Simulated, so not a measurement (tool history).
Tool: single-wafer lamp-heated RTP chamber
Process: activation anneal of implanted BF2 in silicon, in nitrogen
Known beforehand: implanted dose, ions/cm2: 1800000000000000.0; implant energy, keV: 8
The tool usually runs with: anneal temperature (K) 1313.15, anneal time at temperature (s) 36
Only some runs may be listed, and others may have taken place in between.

run	hour	anneal temperature (K)	anneal time at temperature (s)	wafers since the last listed run	wafers since the last pyrometer calibration	wafers since the reflector plate was cleaned	hours since the gauge calibration	read-back reference wafer on the same gauge, sheet resistance	sheet resistance of the implanted and annealed layer (ohm/square)
1	0.0	1297.15	36	0	1799	3063	501.9	133.14	171.51
# hour 135.2: pyrometer window cleaned and pyrometer calibrated
2	151.9	1297.15	36	2170	252	5233	653.8	132.61	172.32
3	214.7	1297.15	36	947	1199	6180	716.6	132.66	171.14
4	252.3	1313.15	36	567	1766	6747	754.2	133.13	150.76
5	316.1	1313.15	36	962	2728	7709	818.0	133.17	149.20
6	353.1	1313.15	36	558	3286	8267	855.0	132.81	147.56
7	423.5	1313.15	36	1061	4348	9329	925.4	133.22	145.50
# hour 441.3: pyrometer window cleaned and pyrometer calibrated
8	474.7	1313.15	36	651	503	9981	976.6	133.26	141.48
9	536.9	1313.15	36	938	1441	10919	1038.8	132.76	140.61
# hour 592.0: gauge calibrated
10	619.2	1313.15	36	1241	2682	12160	27.2	132.83	138.49
11	670.5	1313.15	36	773	3456	12934	78.5	133.18	137.69
12	708.3	1313.15	36	570	4026	13504	116.3	133.20	136.74
# hour 726.4: reflector plate cleaned
# hour 738.1: pyrometer window cleaned and pyrometer calibrated, repeated, since the last time left the tool worse
13	738.6	1313.15	36	215	7	62	146.6	133.27	152.01
14	794.3	1313.15	36	840	847	902	202.3	132.78	152.34
15	859.6	1313.15	36	984	1832	1887	267.6	132.85	151.45
16	923.0	1313.15	26	956	2788	2843	331.0	132.94	162.57
17	970.5	1313.15	36	716	3505	3560	378.5	132.62	149.74
18	1011.3	1313.15	36	615	4120	4175	419.3	133.07	147.77
# hour 1041.7: pyrometer window cleaned and pyrometer calibrated
19	1068.5	1296.15	57	742	404	4917	476.5	132.96	154.39
20	1130.6	1313.15	43	936	1340	5854	538.6	133.13	144.65
21	1200.4	1298.15	17	1052	2393	6906	608.4	132.83	210.51
22	1226.9	1338.15	24	399	2793	7306	634.9	132.84	133.86
23	1269.0	1313.15	36	634	3428	7941	677.0	132.59	148.08
# hour 1315.6: pyrometer window cleaned and pyrometer calibrated
24	1327.8	1313.15	18	766	183	8707	735.8	132.80	182.72
25	1409.1	1335.15	27	1226	1410	9933	817.1	133.09	134.30
26	1452.0	1313.15	23	647	2057	10580	860.0	133.02	170.12

How would selected steps in sheet resistance of the implanted and annealed layer (ohm/square) from run to run divide? Give the signed amount a tool lacking its hidden state would still show from settings, what came in and random variation, and the signed amount left for the hidden state, including any gauge scatter that is not in both of the compared results.
Hidden state present: true wafer temperature minus pyrometer reading, K; wafer temperature error from the tarnished reflector plate, K; gauge reads high (%).
Run 7 -> 8: pyrometer window cleaned and pyrometer calibrated. sheet resistance of the implanted and annealed layer (ohm/square) -4.02: hidden state -5.37, all else +1.35.
Run 12 -> 13: reflector plate cleaned, pyrometer window cleaned and pyrometer calibrated, repeated, since the last time left the tool worse. sheet resistance of the implanted and annealed layer (ohm/square) +15.27: hidden state +17.08, all else -1.81.
Run 20 -> 21: anneal temperature (K) 1313.15 -> 1298.15, anneal time at temperature (s) 43 -> 17. sheet resistance of the implanted and annealed layer (ohm/square) +65.86: hidden state -3.18, all else +69.04.
Run 21 -> 22: anneal temperature (K) 1298.15 -> 1338.15, anneal time at temperature (s) 17 -> 24. sheet resistance of the implanted and annealed layer (ohm/square) -76.65: hidden state +1.09, all else -77.74.
